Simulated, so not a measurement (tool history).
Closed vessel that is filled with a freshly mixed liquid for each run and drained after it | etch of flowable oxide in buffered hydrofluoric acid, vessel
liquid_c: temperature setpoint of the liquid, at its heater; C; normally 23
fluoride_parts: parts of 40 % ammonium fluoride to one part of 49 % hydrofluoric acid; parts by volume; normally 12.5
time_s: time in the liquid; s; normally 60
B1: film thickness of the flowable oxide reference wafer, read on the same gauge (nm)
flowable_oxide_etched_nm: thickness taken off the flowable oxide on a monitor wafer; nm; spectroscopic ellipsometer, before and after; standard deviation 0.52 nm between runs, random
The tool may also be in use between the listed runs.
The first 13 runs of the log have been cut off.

Run 14, day 11.942: usual settings; B1 100. Result: flowable_oxide_etched_nm 103.67 nm.
Run 15, day 12.804: usual settings but fluoride_parts 14 parts by volume; B1 100.02. Result: flowable_oxide_etched_nm 91.8 nm.
At day 15.488: thermometer replaced.
Run 16, day 17.283: usual settings; B1 99.99. Result: flowable_oxide_etched_nm 98.8 nm.
Run 17, day 18.717: usual settings but liquid_c 20.5 C, fluoride_parts 10.5 parts by volume, time_s 90 s; B1 100. Result: flowable_oxide_etched_nm 150.4 nm.
Run 18, day 19.338: usual settings but time_s 85 s; B1 100. Result: flowable_oxide_etched_nm 138.9 nm.
At day 19.483: hydrofluoric acid flow meter replaced.
At day 20.45: thermometer replaced, repeated, since the last time left the tool worse.
Run 19, day 20.542: usual settings but liquid_c 26.5 C; B1 99.95. Result: flowable_oxide_etched_nm 130.99 nm.
Run 20, day 22.012: usual settings but liquid_c 21 C, fluoride_parts 10 parts by volume; B1 99.99. Result: flowable_oxide_etched_nm 120.63 nm.
Run 21, day 23.167: usual settings but time_s 75 s; B1 100.02. Result: flowable_oxide_etched_nm 135.29 nm.
Run 22, day 24.279: usual settings but time_s 70 s; B1 100. Result: flowable_oxide_etched_nm 126.2 nm.
Run 23, day 25.229: usual settings but liquid_c 20.5 C, fluoride_parts 16.5 parts by volume; B1 99.98. Result: flowable_oxide_etched_nm 71.51 nm.
Run 24, day 25.875: usual settings but liquid_c 25 C; B1 100. Result: flowable_oxide_etched_nm 120.55 nm.
At day 26.004: gauge calibrated.
Run 25, day 27.367: usual settings but fluoride_parts 17 parts by volume; B1 99.98. Result: flowable_oxide_etched_nm 79.11 nm.
Run 26, day 28.121: usual settings but liquid_c 21.5 C, fluoride_parts 10 parts by volume, time_s 40 s; B1 100.01. Result: flowable_oxide_etched_nm 81.57 nm.
Run 27, day 29.392: usual settings but liquid_c 25 C, fluoride_parts 10.5 parts by volume, time_s 85 s; B1 99.98. Result: flowable_oxide_etched_nm 201.17 nm.
Run 28, day 30.458: usual settings; B1 99.99. Result: flowable_oxide_etched_nm 107.41 nm.
Run 29, day 31.742: usual settings; B1 100. Result: flowable_oxide_etched_nm 106.26 nm.
Run 30, day 32.779: usual settings; B1 100.02. Result: flowable_oxide_etched_nm 106.47 nm.
Run 31, day 34.179: usual settings but liquid_c 27.5 C, time_s 80 s; B1 99.98. Result: flowable_oxide_etched_nm 182.02 nm.
Run 32, day 34.896: usual settings; B1 100. Result: flowable_oxide_etched_nm 106.53 nm.

What if the next run were any one of these 3? Each begins from the tool's condition after run 32:
Run A, day 34.925: usual settings; B1 ?. Result: flowable_oxide_etched_nm ?.
Run B, day 34.925: usual settings but liquid_c 24.5 C, fluoride_parts 15 parts by volume; B1 ?. Result: flowable_oxide_etched_nm ?.
Run C, day 34.925: usual settings but liquid_c 25.5 C, fluoride_parts 17 parts by volume, time_s 80 s; B1 ?. Result: flowable_oxide_etched_nm ?.

run     B1  flowable_oxide_etched_nm
  A  99.99                    104.97
  B  99.99                     95.31
  C  99.99                    118.66
Stripped of hidden state, with their random variation kept, the same runs would have yielded:
run  flowable_oxide_etched_nm
  A                     108.2
  B                     98.22
  C                    122.25
